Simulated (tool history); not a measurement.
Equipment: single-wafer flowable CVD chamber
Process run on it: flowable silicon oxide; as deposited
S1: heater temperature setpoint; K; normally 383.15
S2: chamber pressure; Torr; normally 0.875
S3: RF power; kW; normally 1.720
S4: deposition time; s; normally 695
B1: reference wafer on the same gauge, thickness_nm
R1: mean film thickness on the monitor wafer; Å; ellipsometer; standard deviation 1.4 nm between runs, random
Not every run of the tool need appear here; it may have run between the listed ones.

| run | hour | S1 | S2 | S3 | S4 | B1 | R1 |
|---|---|---|---|---|---|---|---|
| 1 | 0.0 | 377.15 | 0.875 | 1.720 | 768 | 372.451 | 3560.93 |
| 2 | 7.1 | 377.15 | 0.875 | 1.720 | 768 | 372.075 | 3555.56 |
| 3 | 19.9 | 377.15 | 0.875 | 1.720 | 768 | 371.640 | 3545.35 |
| 4 | 26.3 | 383.15 | 0.875 | 1.720 | 695 | 371.721 | 2733.97 |
| 5 | 41.6 | 383.15 | 0.875 | 1.720 | 695 | 371.735 | 2703.45 |
| 6 | 47.9 | 383.15 | 0.815 | 1.720 | 695 | 371.831 | 2503.65 |
| 7 | 58.6 | 383.15 | 0.815 | 1.720 | 695 | 371.450 | 2531.89 |
| 8 | 75.4 | 383.15 | 0.815 | 1.720 | 695 | 371.564 | 2539.06 |
| 9 | 92.1 | 383.15 | 0.816 | 1.720 | 695 | 372.355 | 2526.56 |
| 10 | 104.1 | 383.15 | 0.816 | 1.720 | 695 | 371.428 | 2532.77 |
| 11 | 120.7 | 383.15 | 0.816 | 1.720 | 695 | 372.105 | 2508.95 |
| 12 | 127.6 | 383.15 | 0.875 | 1.720 | 695 | 371.974 | 2692.18 |
| 13 | 140.3 | 383.15 | 0.875 | 1.720 | 695 | 371.807 | 2698.35 |
|  | 147.6 | gauge calibrated |
|  | 151.7 | capacitance manometer re-zeroed and calibrated |
| 14 | 152.2 | 383.15 | 0.875 | 1.720 | 695 | 372.203 | 2682.84 |
| 15 | 158.8 | 383.15 | 0.997 | 1.720 | 695 | 371.554 | 3050.70 |
| 16 | 176.5 | 377.15 | 0.875 | 1.720 | 768 | 371.761 | 3506.58 |
| 17 | 187.9 | 383.15 | 0.875 | 1.720 | 695 | 371.784 | 2705.71 |
| 18 | 199.7 | 383.15 | 0.875 | 1.720 | 818 | 372.017 | 3144.08 |
| 19 | 210.5 | 387.15 | 0.875 | 1.445 | 787 | 372.128 | 2567.47 |
|  | 226.5 | thermocouple changed; heater temperature recalibrated |
| 20 | 227.0 | 383.15 | 0.875 | 1.720 | 695 | 372.489 | 3073.56 |
| 21 | 236.3 | 379.15 | 0.875 | 1.455 | 586 | 372.161 | 2741.78 |
| 22 | 246.8 | 383.15 | 1.012 | 1.720 | 594 | 372.055 | 3015.91 |
|  | 257.7 | RF generator calibrated |
|  | 283.7 | showerhead replaced |
| 23 | 284.2 | 383.15 | 0.875 | 1.720 | 794 | 372.261 | 3492.98 |
| 24 | 295.3 | 383.15 | 0.690 | 1.505 | 695 | 371.856 | 2291.48 |
| 25 | 309.1 | 383.15 | 0.875 | 1.720 | 752 | 371.631 | 3320.96 |
| 26 | 323.0 | 383.15 | 0.875 | 1.720 | 695 | 372.049 | 3051.76 |
| 27 | 339.4 | 383.15 | 0.875 | 1.720 | 695 | 372.761 | 3058.07 |
| 28 | 351.1 | 383.15 | 0.875 | 1.720 | 695 | 372.291 | 3035.06 |
| 29 | 358.8 | 368.15 | 1.014 | 1.720 | 695 | 371.685 | 5434.85 |

Below are 3 alternative next runs, each starting from the tool's condition after run 29. Predict each:
| A | 359.4 | 371.15 | 0.875 | 1.720 | 695 | ? | ? |
| B | 359.4 | 383.15 | 0.875 | 1.585 | 695 | ? | ? |
| C | 359.4 | 383.15 | 0.732 | 1.605 | 657 | ? | ? |

| run | B1 | R1 |
|---|---|---|
| A | 371.397 | 4334.08 |
| B | 371.397 | 2976.21 |
| C | 371.397 | 2358.49 |
With no hidden state in the tool, these same runs would have given:
| run | R1 |
|---|---|
| A | 4459.48 |
| B | 3058.60 |
| C | 2423.78 |
